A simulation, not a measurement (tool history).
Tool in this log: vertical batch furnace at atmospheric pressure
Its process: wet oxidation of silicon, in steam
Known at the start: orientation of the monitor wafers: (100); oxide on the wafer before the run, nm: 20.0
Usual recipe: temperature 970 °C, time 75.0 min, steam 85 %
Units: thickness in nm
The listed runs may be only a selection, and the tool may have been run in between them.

run	day	temperature	time	steam	wafers since the last listed run	hours since the last temperature calibration	hours since the steam generator was serviced	hours since the gauge calibration	read-back reference wafer on the same gauge, thickness	thickness
1	0.000	957	75.0	85	0	872.2	2167.4	722.1	400.00	342.40
2	4.221	957	75.0	85	1625	973.5	2268.7	823.4	399.79	342.95
3	6.117	979	75.0	85	730	1019.0	2314.2	868.9	400.26	409.87
4	9.712	970	75.0	94	1385	1105.3	2400.5	955.2	399.76	410.52
5	12.525	970	75.0	85	1083	1172.8	2468.0	1022.7	400.14	382.31
6	15.783	984	75.0	92	1255	1251.0	2546.2	1100.9	400.13	448.93
7	19.562	984	75.0	92	1455	1341.7	2636.9	1191.6	400.09	450.64
8	22.979	984	75.0	92	1316	1423.7	2718.9	1273.6	399.82	450.37
9	27.025	970	75.0	85	1558	1520.8	2816.0	1370.7	399.95	382.98
10	29.412	970	75.0	85	919	1578.1	2873.3	1428.0	399.79	382.85
11	30.933	970	75.0	85	585	1614.6	2909.8	1464.5	400.08	382.38
# day 33.025: gauge calibrated
12	33.933	970	75.0	85	1155	1686.6	2981.8	21.8	400.15	380.99
# day 35.429: steam generator serviced
13	36.458	970	75.0	85	587	1747.2	24.7	82.4	400.05	381.31
14	39.442	970	75.0	85	1149	1818.8	96.3	154.0	399.80	382.75
15	43.546	970	75.0	85	1580	1917.3	194.8	252.5	399.85	382.17
16	47.062	970	64.5	85	1354	2001.7	279.2	336.9	399.94	342.40
17	50.954	959	52.0	77	1499	2095.1	372.6	430.3	400.04	247.51
18	53.483	960	87.0	85	974	2155.8	433.3	491.0	399.76	391.23
19	57.725	978	65.0	81	1633	2257.6	535.1	592.8	400.02	355.80
20	60.288	970	75.0	79	987	2319.1	596.6	654.3	399.92	362.15
21	63.908	970	46.0	85	1394	2406.0	683.5	741.2	399.90	269.06
22	66.700	970	62.5	85	1075	2473.0	750.5	808.2	399.90	335.33
23	69.167	970	56.0	85	950	2532.2	809.7	867.4	400.12	309.85
24	71.279	970	75.0	85	813	2582.9	860.4	918.1	400.04	382.37
# day 73.821: thermocouples replaced and temperature profile calibrated
25	73.925	979	75.0	85	633	2.5	923.9	981.6	399.97	410.64
26	78.062	970	97.5	89	1593	101.8	1023.2	1080.9	400.25	473.16
27	81.892	953	75.0	93	1475	193.7	1115.1	1172.8	400.10	353.35
28	83.417	970	75.0	93	587	230.3	1151.7	1209.4	400.04	408.77
29	86.704	962	107.5	81	1266	309.2	1230.6	1288.3	400.15	445.36
30	90.525	970	46.5	93	1471	400.9	1322.3	1380.0	400.21	288.68
31	94.067	970	75.0	85	1364	485.9	1407.3	1465.0	400.01	381.60
32	96.367	970	111.5	77	885	541.1	1462.5	1520.2	399.74	470.10

Forecast each of these 3 alternatives for the next run:
A	96.567	970	75.0	85	77	545.9	1467.3	1525.0	?	?
B	96.567	979	75.0	76	77	545.9	1467.3	1525.0	?	?
C	96.567	958	75.0	85	77	545.9	1467.3	1525.0	?	?

run	read-back reference wafer on the same gauge, thickness	thickness
A	400.12	382.90
B	400.12	380.36
C	400.12	346.26
What these runs would have given with no unlogged condition in the tool:
run	thickness
A	382.90
B	380.36
C	346.26

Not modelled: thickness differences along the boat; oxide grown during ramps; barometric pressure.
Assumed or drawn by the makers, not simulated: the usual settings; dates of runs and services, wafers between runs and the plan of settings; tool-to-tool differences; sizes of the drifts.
